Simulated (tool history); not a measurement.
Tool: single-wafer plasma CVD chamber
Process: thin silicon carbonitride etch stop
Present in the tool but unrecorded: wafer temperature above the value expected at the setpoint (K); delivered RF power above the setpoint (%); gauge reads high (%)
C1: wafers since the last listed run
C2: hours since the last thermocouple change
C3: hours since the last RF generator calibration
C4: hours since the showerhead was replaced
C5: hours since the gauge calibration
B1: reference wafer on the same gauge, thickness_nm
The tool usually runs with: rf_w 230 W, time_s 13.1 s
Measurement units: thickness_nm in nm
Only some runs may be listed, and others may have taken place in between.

{"run": 1, "hour": 0.0, "rf_w": 195, "time_s": 13.1, "C1": 0, "C2": 1387, "C3": 1853.2, "C4": 7698.7, "C5": 90.6, "B1": 6.888, "thickness_nm": 7.572}
{"run": 2, "hour": 27.6, "rf_w": 195, "time_s": 13.1, "C1": 619, "C2": 1414.6, "C3": 1880.8, "C4": 7726.3, "C5": 118.2, "B1": 6.888, "thickness_nm": 7.551}
{"run": 3, "hour": 56.1, "rf_w": 240, "time_s": 13.1, "C1": 639, "C2": 1443.1, "C3": 1909.3, "C4": 7754.8, "C5": 146.7, "B1": 6.889, "thickness_nm": 8.286}
{"run": 4, "hour": 154.1, "rf_w": 240, "time_s": 13.1, "C1": 2199, "C2": 1541.1, "C3": 2007.3, "C4": 7852.8, "C5": 244.7, "B1": 6.889, "thickness_nm": 8.237}
{"run": 5, "hour": 188.4, "rf_w": 250, "time_s": 13.1, "C1": 769, "C2": 1575.4, "C3": 2041.6, "C4": 7887.1, "C5": 279, "B1": 6.888, "thickness_nm": 8.386}
{"run": 6, "hour": 206.8, "rf_w": 250, "time_s": 13.1, "C1": 412, "C2": 1593.8, "C3": 2060, "C4": 7905.5, "C5": 297.4, "B1": 6.893, "thickness_nm": 8.418}
{"run": 7, "hour": 224.5, "rf_w": 250, "time_s": 13.1, "C1": 397, "C2": 1611.5, "C3": 2077.7, "C4": 7923.2, "C5": 315.1, "B1": 6.887, "thickness_nm": 8.383}
{"run": 8, "hour": 247.8, "rf_w": 220, "time_s": 13.1, "C1": 522, "C2": 1634.8, "C3": 2101, "C4": 7946.5, "C5": 338.4, "B1": 6.891, "thickness_nm": 7.978}
{"run": 9, "hour": 260.3, "rf_w": 230, "time_s": 13.1, "C1": 280, "C2": 1647.3, "C3": 2113.5, "C4": 7959, "C5": 350.9, "B1": 6.896, "thickness_nm": 8.129}
{"run": 10, "hour": 272.4, "rf_w": 230, "time_s": 13.1, "C1": 271, "C2": 1659.4, "C3": 2125.6, "C4": 7971.1, "C5": 363, "B1": 6.89, "thickness_nm": 8.092}
{"run": 11, "hour": 300.1, "rf_w": 230, "time_s": 13.1, "C1": 621, "C2": 1687.1, "C3": 2153.3, "C4": 7998.8, "C5": 390.7, "B1": 6.89, "thickness_nm": 8.074}
{"run": 12, "hour": 319.5, "rf_w": 230, "time_s": 13.1, "C1": 435, "C2": 1706.5, "C3": 2172.7, "C4": 8018.2, "C5": 410.1, "B1": 6.89, "thickness_nm": 8.112}
{"hour": 334.8, "done": "RF generator calibrated"}
{"run": 13, "hour": 344.4, "rf_w": 230, "time_s": 13.1, "C1": 379, "C2": 1731.4, "C3": 9.6, "C4": 8043.1, "C5": 435, "B1": 6.893, "thickness_nm": 8.378}
{"run": 14, "hour": 361.9, "rf_w": 230, "time_s": 13.1, "C1": 392, "C2": 1748.9, "C3": 27.1, "C4": 8060.6, "C5": 452.5, "B1": 6.893, "thickness_nm": 8.351}
{"run": 15, "hour": 376.1, "rf_w": 265, "time_s": 11, "C1": 318, "C2": 1763.1, "C3": 41.3, "C4": 8074.8, "C5": 466.7, "B1": 6.893, "thickness_nm": 7.432}
{"hour": 416.0, "done": "showerhead replaced"}
{"run": 16, "hour": 416.5, "rf_w": 230, "time_s": 12.3, "C1": 727, "C2": 1803.5, "C3": 81.7, "C4": 0.5, "C5": 507.1, "B1": 6.886, "thickness_nm": 7.828}
{"run": 17, "hour": 426.9, "rf_w": 210, "time_s": 15.4, "C1": 233, "C2": 1813.9, "C3": 92.1, "C4": 10.9, "C5": 517.5, "B1": 6.891, "thickness_nm": 9.461}
{"hour": 454.9, "done": "thermocouple changed; heater temperature recalibrated"}
{"run": 18, "hour": 455.4, "rf_w": 250, "time_s": 11, "C1": 460, "C2": 0.5, "C3": 120.6, "C4": 39.4, "C5": 546, "B1": 6.894, "thickness_nm": 7.224}
{"run": 19, "hour": 484.0, "rf_w": 200, "time_s": 12, "C1": 641, "C2": 29.1, "C3": 149.2, "C4": 68, "C5": 574.6, "B1": 6.89, "thickness_nm": 7.187}
{"run": 20, "hour": 518.5, "rf_w": 270, "time_s": 14.5, "C1": 774, "C2": 63.6, "C3": 183.7, "C4": 102.5, "C5": 609.1, "B1": 6.891, "thickness_nm": 9.853}
{"run": 21, "hour": 546.3, "rf_w": 200, "time_s": 12, "C1": 623, "C2": 91.4, "C3": 211.5, "C4": 130.3, "C5": 636.9, "B1": 6.892, "thickness_nm": 7.152}
{"run": 22, "hour": 582.0, "rf_w": 230, "time_s": 13.1, "C1": 801, "C2": 127.1, "C3": 247.2, "C4": 166, "C5": 672.6, "B1": 6.892, "thickness_nm": 8.311}
{"hour": 595.6, "done": "gauge calibrated"}
{"run": 23, "hour": 596.7, "rf_w": 265, "time_s": 14.3, "C1": 329, "C2": 141.8, "C3": 261.9, "C4": 180.7, "C5": 1.1, "B1": 6.889, "thickness_nm": 9.595}
{"run": 24, "hour": 614.3, "rf_w": 210, "time_s": 11.2, "C1": 394, "C2": 159.4, "C3": 279.5, "C4": 198.3, "C5": 18.7, "B1": 6.883, "thickness_nm": 6.834}
{"run": 25, "hour": 636.9, "rf_w": 270, "time_s": 15.5, "C1": 507, "C2": 182, "C3": 302.1, "C4": 220.9, "C5": 41.3, "B1": 6.889, "thickness_nm": 10.515}
{"run": 26, "hour": 669.3, "rf_w": 230, "time_s": 13.1, "C1": 727, "C2": 214.4, "C3": 334.5, "C4": 253.3, "C5": 73.7, "B1": 6.887, "thickness_nm": 8.258}
{"run": 27, "hour": 702.4, "rf_w": 185, "time_s": 11, "C1": 742, "C2": 247.5, "C3": 367.6, "C4": 286.4, "C5": 106.8, "B1": 6.889, "thickness_nm": 6.309}
{"run": 28, "hour": 759.2, "rf_w": 215, "time_s": 12.3, "C1": 1274, "C2": 304.3, "C3": 424.4, "C4": 343.2, "C5": 163.6, "B1": 6.892, "thickness_nm": 7.551}

How the hidden state differs across the entries between the runs, from the last listed run before each to the first after it:
Between runs 12 and 13: RF generator calibrated (hour 334.8)
  delivered RF power above the setpoint (%): -7.85 -> -0.49
  measured result minus the result with no hidden state, thickness_nm: -0.287 -> -0.017 nm
Between runs 15 and 16: showerhead replaced (hour 416)
  delivered RF power above the setpoint (%): -0.794 -> -1.16
  measured result minus the result with no hidden state, thickness_nm: -0.024 -> -0.038 nm
Between runs 17 and 18: thermocouple changed; heater temperature recalibrated (hour 454.9)
  delivered RF power above the setpoint (%): -1.26 -> -1.51
  measured result minus the result with no hidden state, thickness_nm: -0.051 -> -0.046 nm
Between runs 22 and 23: gauge calibrated (hour 595.6)
  delivered RF power above the setpoint (%): -2.51 -> -2.62
  measured result minus the result with no hidden state, thickness_nm: -0.089 -> -0.107 nm
